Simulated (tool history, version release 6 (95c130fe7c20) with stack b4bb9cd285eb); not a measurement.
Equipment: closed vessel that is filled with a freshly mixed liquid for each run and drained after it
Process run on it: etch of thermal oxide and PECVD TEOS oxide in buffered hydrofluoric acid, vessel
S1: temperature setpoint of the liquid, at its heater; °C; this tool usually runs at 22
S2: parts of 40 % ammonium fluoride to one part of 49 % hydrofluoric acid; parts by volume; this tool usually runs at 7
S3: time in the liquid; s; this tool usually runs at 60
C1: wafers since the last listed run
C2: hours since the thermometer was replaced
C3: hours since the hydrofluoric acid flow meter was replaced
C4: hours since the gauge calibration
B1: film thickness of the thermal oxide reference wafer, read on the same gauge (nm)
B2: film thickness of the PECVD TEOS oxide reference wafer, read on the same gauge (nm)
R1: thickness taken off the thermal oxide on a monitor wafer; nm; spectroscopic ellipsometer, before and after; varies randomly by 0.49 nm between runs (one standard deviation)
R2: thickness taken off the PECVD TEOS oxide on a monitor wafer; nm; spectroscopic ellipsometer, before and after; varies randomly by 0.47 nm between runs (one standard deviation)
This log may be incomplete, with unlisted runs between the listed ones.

run	day	S1	S2	S3	C1	C2	C3	C4	B1	B2	R1	R2
1	0	20	7	50	0	24.5	2458.5	486.2	130.05	129.99	59.27	73.11
2	0.7	20	7	50	1277	41.3	2475.3	503	129.99	129.99	59.89	72.7
3	1.692	20.5	8	60	1809	65.1	2499.1	526.8	130.01	130.01	63.4	77
4	2.746	27	7	60	1923	90.4	2524.4	552.1	130.01	129.98	103.73	129.08
5	3.333	26	5.5	70	1072	104.5	2538.5	566.2	130.01	130	142.79	174.37
6	4.171	22	7	60	1528	124.6	2558.6	586.3	130.01	129.99	79.67	98.05
7	5.458	24.5	7	40	2349	155.5	2589.5	617.2	129.98	129.99	61.54	74.35
8	6.208	20	5	30	1368	173.5	2607.5	635.2	129.95	129.99	47.48	58.4
# day 6.725: hydrofluoric acid flow meter replaced
9	7.254	22	7	60	1832	198.6	12.7	660.3	130.01	130	79.43	97.45
10	8.217	22	7	60	1756	221.7	35.8	683.4	130.03	130	79.57	97.38
11	8.896	20	7	50	1239	238	52.1	699.7	130.04	129.99	58.89	72.95
12	10.271	22	7	60	2509	271	85.1	732.7	129.97	130.01	79.48	97.32
13	11.362	22	6	60	1992	297.2	111.3	758.9	129.98	130	91.22	111.42
14	12.5	22	8.5	60	2075	324.5	138.6	786.2	129.98	129.99	64.46	78.45
15	13.412	22	7	35	1665	346.4	160.5	808.1	129.96	129.98	46.4	56.64
16	14.579	24.5	9.5	30	2129	374.4	188.5	836.1	130.01	129.99	33.59	41.23
17	15.583	23.5	10	35	1832	398.5	212.6	860.2	129.99	129.99	35.69	44.02
# day 16.008: gauge calibrated
18	16.454	27	5.5	90	1589	419.4	233.5	10.7	130.06	129.97	189.7	238.24
19	17.217	22	7	60	1391	437.7	251.8	29	129.99	130	80.05	97.29
20	17.792	26	7	60	1049	451.5	265.6	42.8	129.99	130	99.67	120.7

What will run 21 give?
21	18.375	24	6	80	1064	465.5	279.6	56.8	?	?	?	?

For run 21 the tool returned B1 130.02, B2 130.01, R1 134.21 nm, R2 165.87 nm.
Without the tool's hidden state the same run would have given R1 134.21 nm, R2 165.87 nm.

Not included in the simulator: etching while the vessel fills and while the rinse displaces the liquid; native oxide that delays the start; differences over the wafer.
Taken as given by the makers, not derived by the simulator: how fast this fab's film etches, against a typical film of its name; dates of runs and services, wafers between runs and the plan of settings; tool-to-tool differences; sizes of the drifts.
